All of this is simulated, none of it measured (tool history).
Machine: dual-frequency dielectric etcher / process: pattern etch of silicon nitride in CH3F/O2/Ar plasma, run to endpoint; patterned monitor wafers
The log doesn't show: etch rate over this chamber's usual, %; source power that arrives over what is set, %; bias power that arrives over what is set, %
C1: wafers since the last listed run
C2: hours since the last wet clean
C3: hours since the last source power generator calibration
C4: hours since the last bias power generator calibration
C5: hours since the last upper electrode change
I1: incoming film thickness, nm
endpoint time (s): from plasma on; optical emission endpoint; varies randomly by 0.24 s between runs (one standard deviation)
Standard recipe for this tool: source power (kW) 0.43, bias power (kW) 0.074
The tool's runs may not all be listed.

run 1 hour=0 | source_power_(kW)=0.43 bias_power_(kW)=0.081 | C1=0 C2=568.5 C3=3013.2 C4=2376.6 C5=5195.5 | I1=58.4 | endpoint_time_(s)=74.2
run 2 hour=33.8 | source_power_(kW)=0.43 bias_power_(kW)=0.074 | C1=343 C2=602.3 C3=3047 C4=2410.4 C5=5229.3 | I1=58.1 | endpoint_time_(s)=75
run 3 hour=67.8 | source_power_(kW)=0.43 bias_power_(kW)=0.074 | C1=345 C2=636.3 C3=3081 C4=2444.4 C5=5263.3 | I1=59.4 | endpoint_time_(s)=76.4
run 4 hour=93.7 | source_power_(kW)=0.43 bias_power_(kW)=0.074 | C1=262 C2=662.2 C3=3106.9 C4=2470.3 C5=5289.2 | I1=59.4 | endpoint_time_(s)=76.8
run 5 hour=122.1 | source_power_(kW)=0.43 bias_power_(kW)=0.082 | C1=288 C2=690.6 C3=3135.3 C4=2498.7 C5=5317.6 | I1=58.8 | endpoint_time_(s)=73.8
-- hour=166 wet clean of the chamber
run 6 hour=166.5 | source_power_(kW)=0.43 bias_power_(kW)=0.082 | C1=207 C2=0.5 C3=3179.7 C4=2543.1 C5=5362 | I1=59 | endpoint_time_(s)=76.1
run 7 hour=172 | source_power_(kW)=0.43 bias_power_(kW)=0.074 | C1=55 C2=6 C3=3185.2 C4=2548.6 C5=5367.5 | I1=59.2 | endpoint_time_(s)=78.3
run 8 hour=204.5 | source_power_(kW)=0.43 bias_power_(kW)=0.074 | C1=329 C2=38.5 C3=3217.7 C4=2581.1 C5=5400 | I1=58.5 | endpoint_time_(s)=77.1
run 9 hour=221.4 | source_power_(kW)=0.43 bias_power_(kW)=0.074 | C1=171 C2=55.4 C3=3234.6 C4=2598 C5=5416.9 | I1=58.3 | endpoint_time_(s)=77
run 10 hour=246.7 | source_power_(kW)=0.43 bias_power_(kW)=0.074 | C1=256 C2=80.7 C3=3259.9 C4=2623.3 C5=5442.2 | I1=58.9 | endpoint_time_(s)=77.1
run 11 hour=263.3 | source_power_(kW)=0.43 bias_power_(kW)=0.074 | C1=168 C2=97.3 C3=3276.5 C4=2639.9 C5=5458.8 | I1=58.7 | endpoint_time_(s)=77.3
run 12 hour=280.1 | source_power_(kW)=0.37 bias_power_(kW)=0.074 | C1=170 C2=114.1 C3=3293.3 C4=2656.7 C5=5475.6 | I1=58.7 | endpoint_time_(s)=80
-- hour=308.5 upper electrode replaced
run 13 hour=309 | source_power_(kW)=0.37 bias_power_(kW)=0.074 | C1=49 C2=143 C3=3322.2 C4=2685.6 C5=0.5 | I1=58.7 | endpoint_time_(s)=79.6
-- hour=314.8 bias power generator calibrated
-- hour=321.4 source power generator calibrated
run 14 hour=332 | source_power_(kW)=0.43 bias_power_(kW)=0.074 | C1=152 C2=166 C3=10.6 C4=17.2 C5=23.5 | I1=58.9 | endpoint_time_(s)=77.7
run 15 hour=364.9 | source_power_(kW)=0.48 bias_power_(kW)=0.062 | C1=333 C2=198.9 C3=43.5 C4=50.1 C5=56.4 | I1=58.3 | endpoint_time_(s)=77.2
run 16 hour=397.8 | source_power_(kW)=0.5 bias_power_(kW)=0.089 | C1=333 C2=231.8 C3=76.4 C4=83 C5=89.3 | I1=58.4 | endpoint_time_(s)=69.7
run 17 hour=414.2 | source_power_(kW)=0.32 bias_power_(kW)=0.074 | C1=166 C2=248.2 C3=92.8 C4=99.4 C5=105.7 | I1=58.7 | endpoint_time_(s)=82.1
run 18 hour=444.6 | source_power_(kW)=0.43 bias_power_(kW)=0.074 | C1=308 C2=278.6 C3=123.2 C4=129.8 C5=136.1 | I1=58.9 | endpoint_time_(s)=77.2
run 19 hour=464.7 | source_power_(kW)=0.43 bias_power_(kW)=0.074 | C1=204 C2=298.7 C3=143.3 C4=149.9 C5=156.2 | I1=58.6 | endpoint_time_(s)=76.5
run 20 hour=493.2 | source_power_(kW)=0.51 bias_power_(kW)=0.069 | C1=289 C2=327.2 C3=171.8 C4=178.4 C5=184.7 | I1=58.6 | endpoint_time_(s)=74.2
run 21 hour=508 | source_power_(kW)=0.43 bias_power_(kW)=0.074 | C1=150 C2=342 C3=186.6 C4=193.2 C5=199.5 | I1=59.1 | endpoint_time_(s)=77.2
run 22 hour=524 | source_power_(kW)=0.43 bias_power_(kW)=0.079 | C1=162 C2=358 C3=202.6 C4=209.2 C5=215.5 | I1=58.3 | endpoint_time_(s)=74.5
run 23 hour=549.6 | source_power_(kW)=0.43 bias_power_(kW)=0.064 | C1=259 C2=383.6 C3=228.2 C4=234.8 C5=241.1 | I1=58.9 | endpoint_time_(s)=78.9
run 24 hour=605.5 | source_power_(kW)=0.36 bias_power_(kW)=0.065 | C1=567 C2=439.5 C3=284.1 C4=290.7 C5=297 | I1=58.2 | endpoint_time_(s)=80.9
run 25 hour=694.1 | source_power_(kW)=0.37 bias_power_(kW)=0.092 | C1=899 C2=528.1 C3=372.7 C4=379.3 C5=385.6 | I1=58.6 | endpoint_time_(s)=74.1
run 26 hour=718 | source_power_(kW)=0.32 bias_power_(kW)=0.074 | C1=242 C2=552 C3=396.6 C4=403.2 C5=409.5 | I1=57.6 | endpoint_time_(s)=79.4
run 27 hour=737.7 | source_power_(kW)=0.54 bias_power_(kW)=0.074 | C1=199 C2=571.7 C3=416.3 C4=422.9 C5=429.2 | I1=58.5 | endpoint_time_(s)=71
run 28 hour=763.4 | source_power_(kW)=0.48 bias_power_(kW)=0.057 | C1=260 C2=597.4 C3=442 C4=448.6 C5=454.9 | I1=59.6 | endpoint_time_(s)=79.1
run 29 hour=798.1 | source_power_(kW)=0.53 bias_power_(kW)=0.066 | C1=352 C2=632.1 C3=476.7 C4=483.3 C5=489.6 | I1=58.8 | endpoint_time_(s)=73.4
run 30 hour=817.2 | source_power_(kW)=0.39 bias_power_(kW)=0.079 | C1=193 C2=651.2 C3=495.8 C4=502.4 C5=508.7 | I1=58.9 | endpoint_time_(s)=76.2
-- hour=849.8 wet clean of the chamber
run 31 hour=850.3 | source_power_(kW)=0.48 bias_power_(kW)=0.088 | C1=92 C2=0.5 C3=528.9 C4=535.5 C5=541.8 | I1=58.2 | endpoint_time_(s)=72
run 32 hour=869.7 | source_power_(kW)=0.43 bias_power_(kW)=0.074 | C1=196 C2=19.9 C3=548.3 C4=554.9 C5=561.2 | I1=59 | endpoint_time_(s)=78.2
run 33 hour=881.9 | source_power_(kW)=0.49 bias_power_(kW)=0.06 | C1=123 C2=32.1 C3=560.5 C4=567.1 C5=573.4 | I1=58.2 | endpoint_time_(s)=78
run 34 hour=907.9 | source_power_(kW)=0.4 bias_power_(kW)=0.081 | C1=263 C2=58.1 C3=586.5 C4=593.1 C5=599.4 | I1=58.9 | endpoint_time_(s)=77.4

Each row is a separate what-if for the run after 34, all from the same tool condition, not one after another. Results?
run A hour=908.3 | source_power_(kW)=0.43 bias_power_(kW)=0.074 | C1=4 C2=58.5 C3=586.9 C4=593.5 C5=599.8 | I1=58.9 | endpoint_time_(s)=?
run B hour=908.3 | source_power_(kW)=0.52 bias_power_(kW)=0.069 | C1=4 C2=58.5 C3=586.9 C4=593.5 C5=599.8 | I1=58.9 | endpoint_time_(s)=?
run C hour=908.3 | source_power_(kW)=0.33 bias_power_(kW)=0.064 | C1=4 C2=58.5 C3=586.9 C4=593.5 C5=599.8 | I1=58.9 | endpoint_time_(s)=?
run D hour=908.3 | source_power_(kW)=0.33 bias_power_(kW)=0.079 | C1=4 C2=58.5 C3=586.9 C4=593.5 C5=599.8 | I1=58.9 | endpoint_time_(s)=?
run E hour=908.3 | source_power_(kW)=0.43 bias_power_(kW)=0.085 | C1=4 C2=58.5 C3=586.9 C4=593.5 C5=599.8 | I1=58.9 | endpoint_time_(s)=?

run=A endpoint_time_(s)=77.8
run=B endpoint_time_(s)=75.3
run=C endpoint_time_(s)=85.7
run=D endpoint_time_(s)=81.5
run=E endpoint_time_(s)=75.1
Stripped of hidden state, with their random variation kept, the same runs would have yielded:
run=A endpoint_time_(s)=78.3
run=B endpoint_time_(s)=75.8
run=C endpoint_time_(s)=86.3
run=D endpoint_time_(s)=82.1
run=E endpoint_time_(s)=75.7
